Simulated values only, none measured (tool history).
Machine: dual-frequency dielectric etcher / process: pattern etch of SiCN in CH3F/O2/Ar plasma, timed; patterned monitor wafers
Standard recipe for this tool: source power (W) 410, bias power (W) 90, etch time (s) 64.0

run   hour  source power (W)  bias power (W)  etch time (s)  read-back reference wafer on the same gauge, depth_nm  mean etch depth across the wafer (Å)
  1    0.0               410              90           64.0                                                  27.69                                 274.5
  2   27.8               410              90           64.0                                                  27.70                                 273.5
  3   56.3               410              90           64.0                                                  27.69                                 274.3
  4  139.5               410              90           64.0                                                  27.70                                 274.4
  5  155.1               410              90           64.0                                                  27.71                                 273.1
     188.4  -- upper electrode replaced
  6  188.9               410              90           64.0                                                  27.70                                 273.2
  7  189.2               410              90           64.0                                                  27.70                                 272.5
  8  208.2               410             111           76.5                                                  27.68                                 352.0
     237.8  -- wet clean of the chamber
  9  238.3               410             111           64.0                                                  27.71                                 297.8
     250.1  -- gauge calibrated
 10  259.7               380              77           53.5                                                  27.68                                 214.6
 11  300.9               450              90           64.0                                                  27.69                                 282.9
     327.2  -- bias power generator calibrated
     331.2  -- source power generator calibrated
 12  332.8               410             112           64.0                                                  27.70                                 298.0
 13  366.8               410              69           64.0                                                  27.69                                 251.8
 14  402.2               410              90           64.0                                                  27.70                                 274.7
 15  427.3               410             111           64.0                                                  27.68                                 296.3

Alternative continuations, all from the tool just after run 15; predict every row:
  A  427.7               410              90           64.0                                                      ?                                     ?
  B  427.7               410              81           64.0                                                      ?                                     ?
  C  427.7               410              76           48.5                                                      ?                                     ?

run  read-back reference wafer on the same gauge, depth_nm  mean etch depth across the wafer (Å)
  A                                                  27.69                                 275.1
  B                                                  27.69                                 265.3
  C                                                  27.69                                 196.8
Without the tool's unlogged condition, the same runs would have read:
run  mean etch depth across the wafer (Å)
  A                                 276.5
  B                                 266.7
  C                                 197.8
